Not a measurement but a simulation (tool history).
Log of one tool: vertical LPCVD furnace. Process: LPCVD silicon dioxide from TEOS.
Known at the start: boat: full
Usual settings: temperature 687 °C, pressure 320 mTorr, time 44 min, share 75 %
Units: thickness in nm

run	hour	temperature	pressure	time	share	read-back reference wafer on the same gauge, thickness	thickness
1	0	684	320	49	75	233.96	280.72
2	32.3	684	320	49	75	233.87	276.24
3	64.8	684	320	49	75	233.89	281.83
4	129.1	687	320	44	75	233.99	269.48
5	199.8	687	320	44	75	234.05	268.78
6	254.6	687	320	44	75	233.85	273.43
7	302.9	687	320	44	71	234.12	266.23
8	369.5	687	320	44	71	234.06	264.61
9	433.3	687	320	44	71	233.85	266.3
10	486	687	360	32	75	233.83	209.4
11	538.5	687	360	32	75	233.97	212.8
12	582.6	684	320	44	85	233.86	273.15
13	631.9	684	320	44	85	233.99	275.28
14	674.8	687	320	44	75	234.4	277.72
# hour 698.2: gauge calibrated
15	735.3	682	320	44	66	234.12	230.5
16	764.4	687	320	28.5	75	234.01	180.28
17	804.1	693	320	56	75	234.24	405.79
18	831.4	687	320	44	75	233.91	277.97
19	884.1	687	320	44	85	234.03	295.5
# hour 953.2: thermocouples replaced and temperature profile calibrated
# hour 973.8: pressure gauge zeroed
# hour 1049.2: TEOS flow controller replaced
20	1088.8	687	285	28.5	75	233.79	157.39
21	1130.5	687	270	54.5	88	233.95	318.21
22	1174.1	681	320	44	75	233.87	222.99
23	1230.5	687	320	44	75	233.81	256.15
24	1275.2	687	320	38.5	75	234.04	223.63
25	1336.7	687	320	58	75	234.03	337.65
26	1381.8	687	320	44	75	234.23	258.62
27	1426.3	678	320	52	75	234.32	244.85
28	1482.6	696	345	31.5	64	233.77	219.89
# hour 1514.1: gauge calibrated
29	1541.2	679	320	37	67	234.11	171.27

What the log doesn't show, run by run:
true pressure minus gauge reading, mTorr: 0 in every run
deviation of the TEOS flow from its setpoint, %: 0 in every run
gauge reads high (%): 0 in every run
H1: true tube temperature minus thermocouple reading, K
run	H1
1	2.11
2	2.16
3	2.2
4	2.3
5	2.41
6	2.5
7	2.58
8	2.69
9	2.79
10	2.88
11	2.98
12	3.05
13	3.14
14	3.22
15	3.34
16	3.39
17	3.47
18	3.52
19	3.62
20	0.366
21	0.37
22	0.375
23	0.384
24	0.392
25	0.405
26	0.416
27	0.428
28	0.445
29	0.464
